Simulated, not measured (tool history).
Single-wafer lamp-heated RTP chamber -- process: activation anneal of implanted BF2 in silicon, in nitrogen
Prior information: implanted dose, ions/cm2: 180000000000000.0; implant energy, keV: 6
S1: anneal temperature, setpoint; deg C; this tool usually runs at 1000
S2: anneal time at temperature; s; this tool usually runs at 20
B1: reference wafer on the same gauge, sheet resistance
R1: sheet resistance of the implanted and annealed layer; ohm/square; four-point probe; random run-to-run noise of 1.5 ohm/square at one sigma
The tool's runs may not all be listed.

{"run": 1, "hour": 0.0, "S1": 1000, "S2": 20, "B1": 764.79, "R1": 686.72}
{"run": 2, "hour": 24.0, "S1": 1000, "S2": 20, "B1": 764.83, "R1": 686.55}
{"run": 3, "hour": 50.8, "S1": 1000, "S2": 20, "B1": 764.97, "R1": 687.98}
{"run": 4, "hour": 80.3, "S1": 1000, "S2": 20, "B1": 764.82, "R1": 684.86}
{"run": 5, "hour": 108.5, "S1": 1000, "S2": 20, "B1": 764.75, "R1": 683.77}
{"run": 6, "hour": 124.9, "S1": 1000, "S2": 20, "B1": 765.28, "R1": 683.94}
{"run": 7, "hour": 153.6, "S1": 1000, "S2": 20, "B1": 764.84, "R1": 684.59}
{"hour": 184.1, "done": "pyrometer window cleaned and pyrometer calibrated"}
{"run": 8, "hour": 184.6, "S1": 1000, "S2": 20, "B1": 764.85, "R1": 701.19}
{"hour": 195.5, "done": "reflector plate cleaned"}
{"run": 9, "hour": 203.9, "S1": 1000, "S2": 20, "B1": 765.22, "R1": 705.12}
{"run": 10, "hour": 227.1, "S1": 1000, "S2": 20, "B1": 765.01, "R1": 705.22}
{"run": 11, "hour": 241.1, "S1": 980, "S2": 26, "B1": 764.89, "R1": 723.1}
{"run": 12, "hour": 263.7, "S1": 980, "S2": 9, "B1": 764.74, "R1": 753.53}
{"hour": 286.9, "done": "gauge calibrated"}
{"run": 13, "hour": 296.1, "S1": 1000, "S2": 20, "B1": 765.09, "R1": 704.46}
{"run": 14, "hour": 330.5, "S1": 1000, "S2": 13, "B1": 765.01, "R1": 715.3}
{"run": 15, "hour": 359.3, "S1": 978, "S2": 12, "B1": 765.1, "R1": 745.46}
{"run": 16, "hour": 375.6, "S1": 986, "S2": 20, "B1": 765.21, "R1": 718.7}
{"run": 17, "hour": 396.7, "S1": 1009, "S2": 24, "B1": 764.89, "R1": 679.8}
{"run": 18, "hour": 410.4, "S1": 984, "S2": 16, "B1": 765.01, "R1": 723.39}
{"run": 19, "hour": 427.1, "S1": 985, "S2": 17, "B1": 765, "R1": 722.82}

Branching from run 19: 3 alternative next runs. What would each branch give?
{"run": "A", "hour": 427.5, "S1": 990, "S2": 20, "B1": "?", "R1": "?"}
{"run": "B", "hour": 427.5, "S1": 973, "S2": 28, "B1": "?", "R1": "?"}
{"run": "C", "hour": 427.5, "S1": 1029, "S2": 28, "B1": "?", "R1": "?"}

run=A B1=765.2 R1=710.06
run=B B1=765.2 R1=721
run=C B1=765.2 R1=652.32
Take away the tool's hidden state, keep each run's random variation, and the runs would have read:
run=A R1=724.13
run=B R1=735.31
run=C R1=660.54
